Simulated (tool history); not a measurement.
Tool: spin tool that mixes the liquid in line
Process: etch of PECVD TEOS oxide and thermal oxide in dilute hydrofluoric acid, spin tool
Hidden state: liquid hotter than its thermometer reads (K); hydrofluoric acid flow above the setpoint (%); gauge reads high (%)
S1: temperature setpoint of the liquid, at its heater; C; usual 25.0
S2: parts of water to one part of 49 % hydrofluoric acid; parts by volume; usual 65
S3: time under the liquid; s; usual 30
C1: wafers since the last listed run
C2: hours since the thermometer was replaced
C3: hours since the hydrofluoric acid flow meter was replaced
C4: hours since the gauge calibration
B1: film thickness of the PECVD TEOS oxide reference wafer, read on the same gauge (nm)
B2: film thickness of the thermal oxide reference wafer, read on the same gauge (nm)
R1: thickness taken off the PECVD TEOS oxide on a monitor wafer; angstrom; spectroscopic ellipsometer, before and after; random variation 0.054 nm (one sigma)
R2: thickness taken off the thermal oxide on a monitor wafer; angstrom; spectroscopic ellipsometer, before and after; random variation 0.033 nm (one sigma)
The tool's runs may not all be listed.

run     day    S1  S2  S3    C1      C2      C3     C4     B1       B2     R1     R2
  1   0.000  23.0  65  30     0  1088.9  1787.0  325.2  50.06  100.010  135.6  25.64
  2   2.171  23.0  65  30   735  1141.0  1839.1  377.3  49.97  100.000  135.9  24.82
  3   3.742  23.0  65  30   532  1178.7  1876.8  415.0  50.01  100.021  136.0  24.78
  4   5.942  22.0  65  30   745  1231.5  1929.6  467.8  50.04   99.999  130.3  24.10
  5   7.246  22.0  65  30   441  1262.8  1960.9  499.1  49.97   99.979  131.5  23.82
  6   9.588  22.0  65  30   793  1319.0  2017.1  555.3  50.00  100.004  131.4  24.13
  7  10.946  28.5  65  25   460  1351.6  2049.7  587.9  50.01  100.019  143.2  25.74
  8  12.046  28.5  65  25   372  1378.0  2076.1  614.3  49.98  100.000  141.4  26.58
  9  14.688  25.0  65  30   895  1441.4  2139.5  677.7  49.99  100.028  150.1  26.58
 10  16.667  25.0  65  25   670  1488.9  2187.0  725.2  50.00   99.977  124.6  22.76
     17.133  -- gauge calibrated
 11  18.396  21.0  55  35   586  1530.4  2228.5   30.3  50.04   99.990  178.8  32.88
 12  20.371  25.0  40  15   669  1577.8  2275.9   77.7  50.01   99.996  126.9  23.32
     21.696  -- hydrofluoric acid flow meter replaced
 13  22.638  25.0  65  40   754  1632.2    22.6  132.1  49.96   99.998  190.9  34.72
 14  24.292  25.0  65  30   560  1671.9    62.3  171.8  49.99  100.005  144.0  26.46
 15  25.633  25.0  65  30   454  1704.1    94.5  204.0  50.05  100.016  144.0  26.74
 16  27.621  27.5  45  40   673  1751.8   142.2  251.7  50.01  100.008  316.1  58.44
 17  29.012  25.0  45  30   471  1785.2   175.6  285.1  49.99  100.006  213.7  39.80
 18  30.958  25.0  65  30   659  1831.9   222.3  331.8  49.96  100.002  144.7  26.76
     31.183  -- thermometer replaced
 19  39.604  25.0  65  15  2915   202.1   429.8  539.3  49.98  100.008   69.1  12.37

3 ways to go on from here, each from the tool as it stands after run 19. What would each give?
  A  39.621  25.0  65  30   5  202.5  430.2  539.7   ?   ?   ?   ?
  B  39.621  25.0  65  45   5  202.5  430.2  539.7   ?   ?   ?   ?
  C  39.621  29.0  65  30   5  202.5  430.2  539.7   ?   ?   ?   ?

run     B1       B2     R1     R2
  A  50.03  100.025  137.7  25.05
  B  50.03  100.025  206.6  37.57
  C  50.03  100.025  161.3  29.35
Without the tool's hidden state the same runs would have given:
run     R1     R2
  A  131.8  23.98
  B  197.8  35.97
  C  154.5  28.11
